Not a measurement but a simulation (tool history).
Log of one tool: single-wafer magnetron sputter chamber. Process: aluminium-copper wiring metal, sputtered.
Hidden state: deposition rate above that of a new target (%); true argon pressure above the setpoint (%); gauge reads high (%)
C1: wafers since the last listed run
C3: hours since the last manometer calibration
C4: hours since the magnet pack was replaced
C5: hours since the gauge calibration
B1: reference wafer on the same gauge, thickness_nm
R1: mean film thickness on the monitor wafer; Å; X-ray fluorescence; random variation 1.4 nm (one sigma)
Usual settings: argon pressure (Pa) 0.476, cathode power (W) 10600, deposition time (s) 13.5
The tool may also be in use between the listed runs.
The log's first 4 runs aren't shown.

{"run": 5, "hour": 163.6, "argon pressure (Pa)": 0.476, "cathode power (W)": 10600, "deposition time (s)": 13.5, "C1": 1434, "wafers on the sputter target": 14513, "C3": 2330.9, "C4": 7514.7, "C5": 601.3, "B1": 235.092, "R1": 2504.13}
{"hour": 234.1, "done": "sputter target and shields replaced"}
{"run": 6, "hour": 234.6, "argon pressure (Pa)": 0.476, "cathode power (W)": 10600, "deposition time (s)": 15.1, "C1": 2442, "wafers on the sputter target": 20, "C3": 2401.9, "C4": 7585.7, "C5": 672.3, "B1": 235.108, "R1": 2789.83}
{"run": 7, "hour": 269.5, "argon pressure (Pa)": 0.476, "cathode power (W)": 10600, "deposition time (s)": 15.1, "C1": 1352, "wafers on the sputter target": 1373, "C3": 2436.8, "C4": 7620.6, "C5": 707.2, "B1": 234.814, "R1": 2790.25}
{"run": 8, "hour": 322.7, "argon pressure (Pa)": 0.476, "cathode power (W)": 10600, "deposition time (s)": 15.1, "C1": 2062, "wafers on the sputter target": 3435, "C3": 2490, "C4": 7673.8, "C5": 760.4, "B1": 235.282, "R1": 2752.76}
{"run": 9, "hour": 355.8, "argon pressure (Pa)": 0.405, "cathode power (W)": 10600, "deposition time (s)": 13.5, "C1": 1283, "wafers on the sputter target": 4718, "C3": 2523.1, "C4": 7706.9, "C5": 793.5, "B1": 234.973, "R1": 2573.23}
{"run": 10, "hour": 397.1, "argon pressure (Pa)": 0.476, "cathode power (W)": 10600, "deposition time (s)": 13.5, "C1": 1600, "wafers on the sputter target": 6319, "C3": 2564.4, "C4": 7748.2, "C5": 834.8, "B1": 234.864, "R1": 2481.22}
{"run": 11, "hour": 439.6, "argon pressure (Pa)": 0.476, "cathode power (W)": 10600, "deposition time (s)": 11.5, "C1": 1647, "wafers on the sputter target": 7967, "C3": 2606.9, "C4": 7790.7, "C5": 877.3, "B1": 235.019, "R1": 2123.39}
{"run": 12, "hour": 477.5, "argon pressure (Pa)": 0.476, "cathode power (W)": 10600, "deposition time (s)": 14.2, "C1": 1469, "wafers on the sputter target": 9436, "C3": 2644.8, "C4": 7828.6, "C5": 915.2, "B1": 235.118, "R1": 2614.03}
{"run": 13, "hour": 525.1, "argon pressure (Pa)": 0.589, "cathode power (W)": 10600, "deposition time (s)": 13.5, "C1": 1845, "wafers on the sputter target": 11281, "C3": 2692.4, "C4": 7876.2, "C5": 962.8, "B1": 234.651, "R1": 2362.67}
{"run": 14, "hour": 570.1, "argon pressure (Pa)": 0.476, "cathode power (W)": 10600, "deposition time (s)": 13.5, "C1": 1744, "wafers on the sputter target": 13026, "C3": 2737.4, "C4": 7921.2, "C5": 1007.8, "B1": 235.073, "R1": 2485.79}
{"run": 15, "hour": 619.0, "argon pressure (Pa)": 0.476, "cathode power (W)": 10600, "deposition time (s)": 15.8, "C1": 1895, "wafers on the sputter target": 14921, "C3": 2786.3, "C4": 7970.1, "C5": 1056.7, "B1": 235.122, "R1": 2931.7}
{"run": 16, "hour": 681.8, "argon pressure (Pa)": 0.662, "cathode power (W)": 10600, "deposition time (s)": 14.5, "C1": 2434, "wafers on the sputter target": 17355, "C3": 2849.1, "C4": 8032.9, "C5": 1119.5, "B1": 234.6, "R1": 2477.11}
{"hour": 726.1, "done": "sputter target and shields replaced"}
{"run": 17, "hour": 738.0, "argon pressure (Pa)": 0.476, "cathode power (W)": 9000, "deposition time (s)": 14.3, "C1": 1868, "wafers on the sputter target": 462, "C3": 2905.3, "C4": 8089.1, "C5": 1175.7, "B1": 235.106, "R1": 2319.65}

The next listed run, before its measurement:
{"hour": 796.8, "done": "capacitance manometer re-zeroed and calibrated"}
{"run": 18, "hour": 805.7, "argon pressure (Pa)": 0.535, "cathode power (W)": 10600, "deposition time (s)": 12, "C1": 2314, "wafers on the sputter target": 2776, "C3": 8.9, "C4": 8156.8, "C5": 1243.4, "B1": "?", "R1": "?"}

{"run 18": {"B1": 234.994, "R1": 2054.34}}
Without the tool's hidden state the same run would have given R1 2047.12 Å.
